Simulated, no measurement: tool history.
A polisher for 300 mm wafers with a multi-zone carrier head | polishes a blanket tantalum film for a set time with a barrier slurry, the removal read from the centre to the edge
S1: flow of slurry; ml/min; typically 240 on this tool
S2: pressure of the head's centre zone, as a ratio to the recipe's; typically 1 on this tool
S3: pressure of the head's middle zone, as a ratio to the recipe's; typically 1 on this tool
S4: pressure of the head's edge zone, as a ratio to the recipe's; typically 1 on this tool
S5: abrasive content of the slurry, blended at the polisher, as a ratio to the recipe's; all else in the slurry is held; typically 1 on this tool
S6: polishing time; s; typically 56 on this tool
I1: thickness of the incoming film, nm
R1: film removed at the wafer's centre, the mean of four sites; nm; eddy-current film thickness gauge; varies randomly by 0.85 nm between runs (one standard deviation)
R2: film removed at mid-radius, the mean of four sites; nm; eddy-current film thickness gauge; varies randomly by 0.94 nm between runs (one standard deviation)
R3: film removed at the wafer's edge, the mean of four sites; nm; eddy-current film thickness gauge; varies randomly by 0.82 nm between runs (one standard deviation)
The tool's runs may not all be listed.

run,hour,S1,S2,S3,S4,S5,S6,I1,R1,R2,R3
1,0,275,1,1,1,1,56,239.2,80.5,79.5,77.6
2,34.5,240,1,1,1,1,56,238.6,77.2,78.1,75
3,94,315,1,1,1,1,56,240.4,81.1,81.8,78.3
4,141.7,240,1,1.12,1,1.2,56,237.9,80.7,88.9,79.1
5,186.3,240,1,1,1,1,56,241.7,78.5,77.2,76.5
6,258,240,1,1.05,1,1,63,238.4,86.7,93.8,85.5
# hour 261.9: edge zone pressure recalibrated
# hour 316.4: slurry nozzle cleaned
7,316.9,240,1.06,1,1,1,56,237.4,81.2,77.5,76.8
8,369.8,295,0.95,0.95,1,1.1,56,235.5,78.8,79.3,77.7
9,398.8,240,1,1,1,1,56,234.6,78.1,78.8,76.8
# hour 414: worn pad replaced by a new one
10,452.3,240,1,1,1,1,56,239.7,78.8,75.7,75.6
# hour 473.4: carrier head's membrane replaced by a new one
11,485.6,240,1,1,1,1.2,56,239.7,81.4,83.5,79.3
12,557.6,170,1,1,1,1,56,240.9,75.1,75.1,72.9
13,584.2,240,1,1,1,1,56,244.9,80.1,76.9,74.9
14,639.8,240,1,0.97,1,1,56,236.2,80.2,76.7,75.6
15,671.6,240,1.12,1,1.1,0.85,44,238.9,65,58.7,60.9
16,699.4,200,0.93,0.88,1.08,1,56,241.5,73.4,69.4,77.2
17,754.7,240,1,1,0.97,1,38,242.7,54.5,52,51.2
18,815.7,240,1,1,0.92,1,56,241.9,80.7,75.7,74.6
19,865.6,240,1,0.92,1,1,56,240.6,82,74.3,75.3
20,929,240,1,1,1,1,56,237.9,80.6,78.8,76.1
# hour 947.6: worn pad replaced by a new one
21,954.9,240,0.93,1.06,1,1,56,238.6,77.6,82,76.2

Forecast each of these 5 alternatives for the next run:
A,955.3,240,1,1,1,1,56,240.8,?,?,?
B,955.3,170,0.93,1,1.07,1,56,240.8,?,?,?
C,955.3,240,0.92,1,1,1.3,56,240.8,?,?,?
D,955.3,240,1,0.93,1,1,56,240.8,?,?,?
E,955.3,175,1,1,1,0.9,56,240.8,?,?,?

run,R1,R2,R3
A,81.7,77.2,75.9
B,73,73,74.8
C,81.8,81.7,80.3
D,81.7,73.2,75.9
E,75.3,71.6,71.3
Stripped of hidden state, with their random variation kept, the same runs would have yielded:
run,R1,R2,R3
A,78.6,77.2,75.9
B,70.2,73,74.8
C,78.6,81.8,80.3
D,78.5,73.2,75.9
E,72.4,71.6,71.3
